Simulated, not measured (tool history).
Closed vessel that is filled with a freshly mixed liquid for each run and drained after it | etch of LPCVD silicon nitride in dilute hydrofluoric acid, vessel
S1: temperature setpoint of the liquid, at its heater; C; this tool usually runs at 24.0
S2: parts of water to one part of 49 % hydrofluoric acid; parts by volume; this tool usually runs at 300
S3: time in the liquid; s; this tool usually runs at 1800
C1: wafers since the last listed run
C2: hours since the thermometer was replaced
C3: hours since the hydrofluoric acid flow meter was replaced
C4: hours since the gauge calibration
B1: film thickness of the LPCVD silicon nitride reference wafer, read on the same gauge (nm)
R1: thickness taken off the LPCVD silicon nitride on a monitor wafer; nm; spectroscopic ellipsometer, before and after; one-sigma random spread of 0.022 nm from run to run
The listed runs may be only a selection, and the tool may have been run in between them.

run	day	S1	S2	S3	C1	C2	C3	C4	B1	R1
1	0.000	24.0	300	1800	0	427.5	1338.4	397.6	49.993	3.522
2	2.583	24.0	300	1800	1553	489.5	1400.4	459.6	50.005	3.500
3	10.929	24.0	300	1800	5017	689.8	1600.7	659.9	49.988	3.517
4	13.254	27.5	300	1800	1397	745.6	1656.5	715.7	49.971	4.299
5	14.496	27.5	300	1800	746	775.4	1686.3	745.5	49.994	4.302
6	16.329	27.5	300	1800	1102	819.4	1730.3	789.5	50.024	4.332
# day 21.258: thermometer replaced
7	21.471	27.5	300	2045	3066	5.1	1853.7	912.9	50.002	4.912
8	23.721	24.0	300	1800	1352	59.1	1907.7	966.9	50.007	3.512
# day 23.779: hydrofluoric acid flow meter replaced
9	25.292	24.0	300	1800	919	96.8	36.3	1004.6	49.987	3.517
# day 27.396: gauge calibrated
10	28.071	27.5	300	1800	1670	163.5	103.0	16.2	49.999	4.280
11	29.712	20.5	375	1170	987	202.9	142.4	55.6	50.005	1.471
12	30.817	27.5	300	1800	663	229.4	168.9	82.1	49.995	4.370
13	32.046	22.5	165	1250	739	258.9	198.4	111.6	49.996	4.034
14	34.583	24.0	300	1800	1525	319.8	259.3	172.5	49.994	3.525
15	36.188	28.5	420	1070	964	358.3	297.8	211.0	49.995	1.912
16	38.321	25.5	300	1475	1282	409.5	349.0	262.2	50.006	3.162

Run 17 comes next. What will it give?
17	40.404	24.0	420	1480	1252	459.5	399.0	312.2	?	?

B1: 49.999
R1: 2.055 nm
With no hidden state in the tool, this same run would have given R1 2.055 nm.
